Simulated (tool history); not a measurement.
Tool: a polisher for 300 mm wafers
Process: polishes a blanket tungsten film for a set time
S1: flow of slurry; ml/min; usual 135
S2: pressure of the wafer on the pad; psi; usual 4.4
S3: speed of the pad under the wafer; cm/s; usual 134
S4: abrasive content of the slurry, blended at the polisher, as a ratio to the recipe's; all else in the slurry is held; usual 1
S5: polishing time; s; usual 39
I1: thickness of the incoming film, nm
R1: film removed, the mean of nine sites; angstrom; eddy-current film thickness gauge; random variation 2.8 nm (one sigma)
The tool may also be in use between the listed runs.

run    hour   S1   S2   S3    S4  S5     I1    R1
  1       0  135  4.4  134     1  39  825.4  2531
  2    51.9  135  4.4  134     1  39  822.2  2452
  3   105.1  135  4.4  134     1  39  830.8  2494
      140.2  -- slurry tank refilled with fresh slurry and peroxide
  4     193  135  4.4  134     1  39  821.3  2429
      208.1  -- slurry nozzle cleaned
  5   291.8  165  4.4  134     1  39  818.1  2731
  6   335.4  165  4.4  134     1  39  816.6  2664
        391  -- slurry blender recalibrated
  7   414.3  165  4.4  134     1  39  826.6  2616
  8   469.8  135  4.4  134  0.95  39  818.5  2535
  9   545.1  135  4.4  134  0.95  39    809  2496
      573.8  -- worn pad replaced by a new one, of another model than before
      682.4  -- slurry tank refilled with fresh slurry and peroxide
      755.6  -- head pressure recalibrated
      781.1  -- slurry nozzle cleaned
 10   799.7  115  4.4  134     1  48  822.8  3107
      906.1  -- slurry blender recalibrated
 11   906.6  135  4.4  134     1  39  826.9  2498
 12   985.3   90  4.4  134   1.2  39    826  2107
 13  1064.2  135  4.8  134  1.15  39    820  2566
 14  1103.2  150  4.4  134     1  39  823.5  2387
     1120.3  -- worn pad replaced by a new one
 15  1268.2  135  4.4  164   0.7  45  825.8  2681
     1294.5  -- slurry nozzle cleaned
     1306.1  -- slurry tank refilled with fresh slurry and peroxide
 16  1325.1  150  4.4   90   0.9  47    829  2769
 17  1368.7  150  4.4  134     1  49  820.1  3375
 18  1514.4  155  4.4  134     1  39  822.9  2574
     1521.2  -- slurry blender recalibrated
 19  1605.1  155  5.4  176     1  39    810  3197
     1691.6  -- worn pad replaced by a new one
 20  1692.1  135    5  168   0.8  28  817.1  1935
       1743  -- head pressure recalibrated
 21  1787.1  135  5.8  134   1.1  39  823.4  2808
     1802.9  -- slurry tank refilled with fresh slurry and peroxide
 22  1878.2  135  4.4  134     1  39  823.9  2329
 23    1937  135  4.4  134     1  31  812.9  1873
     1938.5  -- slurry nozzle cleaned
     2135.6  -- slurry blender recalibrated
 24  2173.2  135  4.4  134     1  39    816  2384
     2194.9  -- worn pad replaced by a new one
 25  2240.2  135  4.4  134     1  39  836.5  2290

5 ways to go on from here, each from the tool as it stands after run 25. What would each give?
  A  2240.6  135  4.4  134     1  39  822.9   ?
  B  2240.6  155  3.3   96   1.1  39  822.9   ?
  C  2240.6  115    4  108     1  45  822.9   ?
  D  2240.6  150  4.4  160  0.75  39  822.9   ?
  E  2240.6  155  3.1  154   1.1  39  822.9   ?

run    R1
  A  2336
  B  1889
  C  2220
  D  2501
  E  2183
Without the tool's hidden state the same runs would have given:
run    R1
  A  2711
  B  2152
  C  2641
  D  2861
  E  2486
